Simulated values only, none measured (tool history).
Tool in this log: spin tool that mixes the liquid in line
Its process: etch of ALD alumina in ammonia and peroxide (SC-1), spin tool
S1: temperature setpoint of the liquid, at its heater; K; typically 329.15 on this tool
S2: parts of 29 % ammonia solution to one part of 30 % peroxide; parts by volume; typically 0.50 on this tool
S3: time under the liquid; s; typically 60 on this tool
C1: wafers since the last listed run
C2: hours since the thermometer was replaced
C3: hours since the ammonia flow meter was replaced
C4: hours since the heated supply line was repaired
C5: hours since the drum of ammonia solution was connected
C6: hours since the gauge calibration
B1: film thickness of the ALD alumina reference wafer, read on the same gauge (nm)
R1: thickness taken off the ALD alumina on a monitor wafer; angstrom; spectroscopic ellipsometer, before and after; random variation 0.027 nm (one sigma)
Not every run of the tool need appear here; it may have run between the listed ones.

run 1 hour=0.0 | S1=329.15 S2=0.50 S3=60 | C1=0 C2=1831.6 C3=1421.1 C4=1098.0 C5=290.3 C6=748.5 | B1=110.015 | R1=43.88
run 2 hour=48.5 | S1=329.15 S2=0.50 S3=60 | C1=656 C2=1880.1 C3=1469.6 C4=1146.5 C5=338.8 C6=797.0 | B1=110.018 | R1=43.89
run 3 hour=80.1 | S1=329.15 S2=0.50 S3=40 | C1=427 C2=1911.7 C3=1501.2 C4=1178.1 C5=370.4 C6=828.6 | B1=109.989 | R1=29.02
-- hour=89.6 gauge calibrated
run 4 hour=122.9 | S1=329.15 S2=0.50 S3=40 | C1=579 C2=1954.5 C3=1544.0 C4=1220.9 C5=413.2 C6=33.3 | B1=109.999 | R1=28.95
run 5 hour=178.8 | S1=329.15 S2=0.50 S3=60 | C1=756 C2=2010.4 C3=1599.9 C4=1276.8 C5=469.1 C6=89.2 | B1=110.035 | R1=43.64
run 6 hour=227.8 | S1=329.15 S2=0.50 S3=60 | C1=663 C2=2059.4 C3=1648.9 C4=1325.8 C5=518.1 C6=138.2 | B1=109.984 | R1=43.36
run 7 hour=274.6 | S1=329.15 S2=0.50 S3=60 | C1=633 C2=2106.2 C3=1695.7 C4=1372.6 C5=564.9 C6=185.0 | B1=109.976 | R1=43.67
run 8 hour=323.0 | S1=329.15 S2=0.50 S3=60 | C1=655 C2=2154.6 C3=1744.1 C4=1421.0 C5=613.3 C6=233.4 | B1=110.004 | R1=44.07
run 9 hour=392.4 | S1=329.15 S2=0.50 S3=60 | C1=939 C2=2224.0 C3=1813.5 C4=1490.4 C5=682.7 C6=302.8 | B1=110.008 | R1=43.21
run 10 hour=438.3 | S1=329.15 S2=0.50 S3=75 | C1=621 C2=2269.9 C3=1859.4 C4=1536.3 C5=728.6 C6=348.7 | B1=109.999 | R1=54.47
run 11 hour=479.0 | S1=329.15 S2=0.50 S3=60 | C1=550 C2=2310.6 C3=1900.1 C4=1577.0 C5=769.3 C6=389.4 | B1=109.995 | R1=43.79
-- hour=572.0 new drum of ammonia solution connected
run 12 hour=572.5 | S1=329.15 S2=0.35 S3=25 | C1=1251 C2=2404.1 C3=1993.6 C4=1670.5 C5=0.5 C6=482.9 | B1=109.992 | R1=17.46

Forecast run 13:
-- hour=584.9 ammonia flow meter replaced
run 13 hour=613.5 | S1=329.15 S2=0.50 S3=60 | C1=541 C2=2445.1 C3=28.6 C4=1711.5 C5=41.5 C6=523.9 | B1=? | R1=?

Run 13 yielded B1 109.983, R1 43.48 angstrom.
Had the tool carried no hidden state, the very same run would have given R1 43.23 angstrom.
